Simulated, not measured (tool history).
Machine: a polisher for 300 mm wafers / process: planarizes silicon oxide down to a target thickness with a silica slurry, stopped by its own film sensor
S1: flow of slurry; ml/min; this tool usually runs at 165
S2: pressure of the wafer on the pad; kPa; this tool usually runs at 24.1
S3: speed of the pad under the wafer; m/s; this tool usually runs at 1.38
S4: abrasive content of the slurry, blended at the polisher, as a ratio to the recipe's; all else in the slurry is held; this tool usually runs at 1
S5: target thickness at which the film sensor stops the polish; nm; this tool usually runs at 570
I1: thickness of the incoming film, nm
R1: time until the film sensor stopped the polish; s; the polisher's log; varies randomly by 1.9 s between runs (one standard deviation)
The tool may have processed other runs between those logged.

run	hour	S1	S2	S3	S4	S5	I1	R1
1	0	165	24.1	1.38	1	570	825.8	127.3
2	12.4	165	24.1	1.38	1	570	831.1	127.3
3	29	165	24.1	1.38	0.75	570	834.4	162.4
4	43.4	165	24.1	1.38	0.75	570	826.9	161.2
5	54	165	24.1	1.38	0.75	570	818.6	157.5
6	69.6	165	24.1	1.38	1	570	827.2	135.5
7	80	165	24.1	1.38	1	570	824.5	137.8
8	91.7	185	24.1	1.82	1.15	570	823.2	109.5
9	106.5	165	24.1	1.38	1	570	831.4	132.8
10	152.6	165	24.1	1.38	1	570	830.8	155.6
11	206.1	165	21.4	1.24	1.1	570	825.1	131.6
12	219.5	165	24.1	1.76	1	647	813.7	64.2
13	248.5	145	17.9	1.38	1.1	570	839.5	142.5
14	260.6	165	24.1	1.72	1.15	570	833	93.5

Between the runs listed above, the log contained 6 entries, not reproduced here. Where in the sequence does each belong, and how does what the log doesn't record of the tool's condition differ from the listed run before to the listed run after?
In the gap between runs 6 and 7: slurry blender recalibrated (hour 78.4)
  removal rate lost through wear of the pad, %: 8.72 -> 8.89; time polished since the conditioner stopped cutting, s: 215 -> 231
  measured result minus the result with no hidden state, R1: +30.6 -> +32.4 s
In the gap between runs 8 and 9: worn pad replaced by a new one (hour 100.3); head pressure recalibrated (hour 105.2)
  removal rate lost through wear of the pad, %: 9.04 -> 2.26; time polished since the conditioner stopped cutting, s: 249 -> 273
  measured result minus the result with no hidden state, R1: +30.1 -> +26.6 s
In the gap between runs 9 and 10: slurry nozzle cleaned (hour 131.6)
  removal rate lost through wear of the pad, %: 2.26 -> 7.22; time polished since the conditioner stopped cutting, s: 273 -> 358
  measured result minus the result with no hidden state, R1: +26.6 -> +43 s
In the gap between runs 10 and 11: conditioning disc replaced and pad reconditioned (hour 176.4)
  removal rate lost through wear of the pad, %: 7.22 -> 9.15; time polished since the conditioner stopped cutting, s: 358 -> 13.3
  measured result minus the result with no hidden state, R1: +43 -> +13.3 s
In the gap between runs 12 and 13: worn pad replaced by a new one (hour 243.8)
  removal rate lost through wear of the pad, %: 9.36 -> 1.71; time polished since the conditioner stopped cutting, s: 16.1 -> 26
  measured result minus the result with no hidden state, R1: +7.1 -> +5 s
